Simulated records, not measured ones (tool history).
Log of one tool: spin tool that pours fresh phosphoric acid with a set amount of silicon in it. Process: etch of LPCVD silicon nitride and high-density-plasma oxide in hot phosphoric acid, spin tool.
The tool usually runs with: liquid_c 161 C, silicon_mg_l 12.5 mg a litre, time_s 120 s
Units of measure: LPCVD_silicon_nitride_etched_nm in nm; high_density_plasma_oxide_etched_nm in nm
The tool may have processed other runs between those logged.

run,hour,liquid_c,silicon_mg_l,time_s,wafers since the last listed run,hours since the thermometer was replaced,hours since the dissolved silicon flow meter was replaced,hours since the heated supply line was repaired,hours since the gauge calibration,"read-back film thickness of the LPCVD silicon nitride reference wafer, read on the same gauge (nm)","read-back film thickness of the high-density-plasma oxide reference wafer, read on the same gauge (nm)",LPCVD_silicon_nitride_etched_nm,high_density_plasma_oxide_etched_nm
1,0,161,17.5,120,0,1519.7,1307.6,1793.2,309.7,79.98,40.005,10.5,0.279
2,56.2,161,16.5,65,505,1575.9,1363.8,1849.4,365.9,79.98,39.97,5.7,0.161
3,88.4,161,12.5,120,289,1608.1,1396,1881.6,398.1,79.96,40.016,10.5,0.304
4,129.9,161,12.5,120,373,1649.6,1437.5,1923.1,439.6,79.99,40.03,10.4,0.347
5,187.9,161,12.5,120,521,1707.6,1495.5,1981.1,497.6,80.01,39.969,10.44,0.301
6,229.4,161,12.5,120,373,1749.1,1537,2022.6,539.1,80.06,39.995,10.45,0.352
# hour 258.5: thermometer replaced
7,273,161,12.5,120,383,14.5,1580.6,2066.2,582.7,80.01,39.991,10.49,0.347
8,306.7,161,12.5,120,303,48.2,1614.3,2099.9,616.4,80.05,40.006,10.38,0.333
9,351.2,161,12.5,120,400,92.7,1658.8,2144.4,660.9,80,40.017,10.31,0.336
10,408.2,162.5,18,155,512,149.7,1715.8,2201.4,717.9,80,40.03,13.82,0.41
11,441.8,158.5,16,85,302,183.3,1749.4,2235,751.5,80.03,39.998,6.76,0.193
12,493.6,162.5,12.5,120,466,235.1,1801.2,2286.8,803.3,80.03,40.006,10.89,0.361
# hour 520.6: dissolved silicon flow meter replaced
# hour 538.1: gauge calibrated
13,557.7,161,12.5,120,567,299.2,37.1,2350.9,19.6,79.96,39.995,10.25,0.329
# hour 589.7: heated supply line repaired
14,609.8,162.5,19,120,459,351.3,89.2,20.1,71.7,79.99,40.023,11.94,0.418
15,681.6,161,12.5,120,646,423.1,161,91.9,143.5,79.98,40.019,11.33,0.38
16,733.8,160,7,65,469,475.3,213.2,144.1,195.7,80.01,40.021,5.84,0.253
17,785.3,161,12.5,120,463,526.8,264.7,195.6,247.2,79.98,39.98,11.18,0.386
18,818.9,159,9.5,175,302,560.4,298.3,229.2,280.8,80.01,39.979,15.11,0.566
19,888.7,163,22,65,628,630.2,368.1,299,350.6,80.01,40.029,6.53,0.182
20,951.5,159.5,12.5,120,565,693,430.9,361.8,413.4,80,39.963,10.66,0.334

Forecast each of these 5 alternatives for the next run:
A,952,161,12.5,120,4,693.5,431.4,362.3,413.9,?,?,?,?
B,952,163,8.5,170,4,693.5,431.4,362.3,413.9,?,?,?,?
C,952,160,12.5,120,4,693.5,431.4,362.3,413.9,?,?,?,?
D,952,163,12.5,95,4,693.5,431.4,362.3,413.9,?,?,?,?
E,952,161,22,160,4,693.5,431.4,362.3,413.9,?,?,?,?

run,"read-back film thickness of the LPCVD silicon nitride reference wafer, read on the same gauge (nm)","read-back film thickness of the high-density-plasma oxide reference wafer, read on the same gauge (nm)",LPCVD_silicon_nitride_etched_nm,high_density_plasma_oxide_etched_nm
A,80.01,39.995,11.17,0.351
B,80.01,39.995,16.93,0.63
C,80.01,39.995,10.8,0.326
D,80.01,39.995,9.46,0.322
E,80.01,39.995,14.9,0.363
Take away the tool's hidden state, keep each run's random variation, and the runs would have read:
run,LPCVD_silicon_nitride_etched_nm,high_density_plasma_oxide_etched_nm
A,11.61,0.382
B,17.58,0.686
C,11.23,0.355
D,9.83,0.35
E,15.48,0.395
